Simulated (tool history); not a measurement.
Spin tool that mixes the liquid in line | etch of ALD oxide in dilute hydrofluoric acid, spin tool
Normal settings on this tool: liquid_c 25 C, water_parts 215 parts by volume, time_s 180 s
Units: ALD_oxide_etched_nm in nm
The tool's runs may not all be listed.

run	hour	liquid_c	water_parts	time_s	wafers since the last listed run	hours since the thermometer was replaced	hours since the hydrofluoric acid flow meter was replaced	hours since the gauge calibration	read-back film thickness of the ALD oxide reference wafer, read on the same gauge (nm)	ALD_oxide_etched_nm
1	0	25	215	180	0	1744.7	272.3	53	149.99	7.6
2	12.1	25	215	180	71	1756.8	284.4	65.1	149.99	7.73
3	20.5	25	215	180	49	1765.2	292.8	73.5	149.99	7.73
4	34.1	25	215	180	80	1778.8	306.4	87.1	150.04	7.73
5	45.9	25	215	180	69	1790.6	318.2	98.9	150	7.54
6	70.3	25	215	180	144	1815	342.6	123.3	149.97	7.54
7	83.4	25	215	180	77	1828.1	355.7	136.4	149.99	7.49
8	99.8	26.5	215	225	96	1844.5	372.1	152.8	149.96	9.97
9	107	26.5	215	225	42	1851.7	379.3	160	150.01	9.87
10	120.9	26.5	215	225	82	1865.6	393.2	173.9	150	9.74
11	135.4	23.5	215	180	85	1880.1	407.7	188.4	149.96	7
12	149.2	23.5	215	180	81	1893.9	421.5	202.2	150	6.9
# hour 157.5: gauge calibrated
# hour 166.7: hydrofluoric acid flow meter replaced
13	167.2	25	215	180	100	1911.9	0.5	9.7	149.97	8.42
14	184.1	25	185	215	99	1928.8	17.4	26.6	149.96	12.04
15	191	25	105	215	40	1935.7	24.3	33.5	150.05	23.76
# hour 204.4: thermometer replaced
16	207.9	26.5	260	90	93	3.5	41.2	50.4	150.04	3.44
17	223.7	21.5	305	250	93	19.3	57	66.2	150	6.63
18	230.5	25	215	180	40	26.1	63.8	73	150.02	8.25
19	253.3	25	215	180	134	48.9	86.6	95.8	150	8.07
20	260.5	23.5	145	270	42	56.1	93.8	103	150	18.78

Below are 3 alternative next runs, each starting from the tool's condition after run 20. Predict each:
A	261	25	215	270	2	56.6	94.3	103.5	?	?
B	261	30	215	210	2	56.6	94.3	103.5	?	?
C	261	25	215	150	2	56.6	94.3	103.5	?	?

run	read-back film thickness of the ALD oxide reference wafer, read on the same gauge (nm)	ALD_oxide_etched_nm
A	150.03	12.37
B	150.03	11.46
C	150.03	6.87
Stripped of hidden state, with their random variation kept, the same runs would have yielded:
run	ALD_oxide_etched_nm
A	12.83
B	11.9
C	7.13
